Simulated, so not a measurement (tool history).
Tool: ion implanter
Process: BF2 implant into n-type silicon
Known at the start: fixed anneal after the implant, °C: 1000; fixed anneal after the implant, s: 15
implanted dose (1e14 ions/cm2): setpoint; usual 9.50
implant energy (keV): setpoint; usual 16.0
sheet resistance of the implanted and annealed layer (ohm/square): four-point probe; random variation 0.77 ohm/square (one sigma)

run	day	implanted dose (1e14 ions/cm2)	implant energy (keV)	read-back reference wafer on the same gauge, sheet resistance	sheet resistance of the implanted and annealed layer (ohm/square)
1	0.000	9.50	16.0	201.13	209.39
2	1.262	9.50	16.0	201.15	208.47
3	2.667	9.50	16.0	201.06	209.14
4	3.529	9.50	16.0	201.12	208.55
5	4.675	9.50	16.0	201.01	208.37
6	5.896	9.50	16.0	201.10	208.76
# day 6.717: extraction supply calibrated
7	7.308	9.50	16.0	201.17	209.61
8	8.212	9.50	16.0	200.96	209.53
9	9.704	11.80	21.0	201.10	176.79
10	10.354	9.50	16.0	201.10	208.55
11	11.538	9.50	16.0	201.18	209.42
# day 12.129: gauge calibrated
12	12.229	6.78	21.0	200.91	210.03
13	13.617	6.70	10.5	200.98	271.33
# day 14.938: Faraday cup replaced and dose calibrated
14	16.971	9.50	16.0	201.05	208.92
15	18.246	10.80	20.0	200.86	183.85
16	19.458	7.75	10.5	201.08	256.23

Forecast each of these 5 alternatives for the next run:
A	19.475	9.50	11.0	?	?
B	19.475	9.50	20.0	?	?
C	19.475	12.20	19.5	?	?
D	19.475	11.84	21.0	?	?
E	19.475	7.75	18.0	?	?

run	read-back reference wafer on the same gauge, sheet resistance	sheet resistance of the implanted and annealed layer (ohm/square)
A	201.12	241.92
B	201.12	190.08
C	201.12	181.62
D	201.12	176.33
E	201.12	211.39
Without the tool's hidden state the same runs would have given:
run	sheet resistance of the implanted and annealed layer (ohm/square)
A	241.92
B	190.08
C	181.62
D	176.33
E	211.39
